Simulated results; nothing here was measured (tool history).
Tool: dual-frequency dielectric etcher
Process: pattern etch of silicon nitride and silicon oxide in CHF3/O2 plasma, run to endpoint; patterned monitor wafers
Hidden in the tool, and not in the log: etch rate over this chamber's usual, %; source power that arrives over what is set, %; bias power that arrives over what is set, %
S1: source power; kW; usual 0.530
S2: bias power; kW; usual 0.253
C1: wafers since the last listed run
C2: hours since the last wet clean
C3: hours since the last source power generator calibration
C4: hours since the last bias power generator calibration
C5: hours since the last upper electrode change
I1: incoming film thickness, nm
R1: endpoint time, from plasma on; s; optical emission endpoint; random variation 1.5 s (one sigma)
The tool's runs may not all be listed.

run	day	S1	S2	C1	C2	C3	C4	C5	I1	R1
1	0.000	0.530	0.253	0	232.6	4177.6	3985.5	4564.4	266.5	165.3
2	0.662	0.490	0.288	99	248.5	4193.5	4001.4	4580.3	267.1	158.0
3	5.054	0.490	0.288	657	353.9	4298.9	4106.8	4685.7	268.2	159.8
4	5.808	0.530	0.253	112	372.0	4317.0	4124.9	4703.8	265.0	164.6
5	7.221	0.530	0.253	211	405.9	4350.9	4158.8	4737.7	270.0	165.0
# day 8.217: bias power generator calibrated
6	8.662	0.530	0.253	190	440.5	4385.5	10.7	4772.3	268.4	162.3
7	9.725	0.530	0.253	159	466.0	4411.0	36.2	4797.8	267.5	162.5
# day 10.175: source power generator calibrated
# day 11.404: wet clean of the chamber
8	11.425	0.530	0.253	79	0.5	30.0	77.0	4838.6	265.5	169.3
9	11.929	0.530	0.253	75	12.6	42.1	89.1	4850.7	270.2	173.2
# day 13.429: upper electrode replaced, of another model than before
10	13.450	0.530	0.253	77	49.1	78.6	125.6	0.5	266.8	167.6
11	13.946	0.600	0.315	74	61.0	90.5	137.5	12.4	265.8	152.3
12	15.304	0.420	0.253	203	93.6	123.1	170.1	45.0	268.7	176.4
13	15.821	0.640	0.232	77	106.0	135.5	182.5	57.4	267.3	168.5
14	16.992	0.530	0.253	175	134.1	163.6	210.6	85.5	270.0	174.8
15	17.950	0.600	0.305	143	157.1	186.6	233.6	108.5	268.6	154.1
16	19.133	0.610	0.279	177	185.5	215.0	262.0	136.9	268.6	158.7
17	19.854	0.440	0.288	107	202.8	232.3	279.3	154.2	272.9	169.9
18	21.004	0.600	0.276	172	230.4	259.9	306.9	181.8	267.4	157.9
19	22.288	0.530	0.253	192	261.2	290.7	337.7	212.6	268.9	167.3
20	23.700	0.430	0.273	211	295.1	324.6	371.6	246.5	267.5	170.1
21	24.850	0.530	0.275	172	322.7	352.2	399.2	274.1	268.7	162.6

Some steps in R1 between neighbouring runs. How much of each would the tool show without its hidden state too (settings, what came in, random variation), and how much is left for the hidden state, with any gauge scatter that isn't in both results?
Run 2 -> 3: no setting changed, nothing entered. R1 +1.8 s: hidden state -1.6, all else +3.4.
Run 7 -> 8: source power generator calibrated, wet clean of the chamber. R1 +6.8 s: hidden state +8.4, all else -1.6.
Run 11 -> 12: S1 0.600 -> 0.420, S2 0.315 -> 0.253. R1 +24.1 s: hidden state -0.4, all else +24.5.
Run 14 -> 15: S1 0.530 -> 0.600, S2 0.253 -> 0.305. R1 -20.7 s: hidden state -0.3, all else -20.4.

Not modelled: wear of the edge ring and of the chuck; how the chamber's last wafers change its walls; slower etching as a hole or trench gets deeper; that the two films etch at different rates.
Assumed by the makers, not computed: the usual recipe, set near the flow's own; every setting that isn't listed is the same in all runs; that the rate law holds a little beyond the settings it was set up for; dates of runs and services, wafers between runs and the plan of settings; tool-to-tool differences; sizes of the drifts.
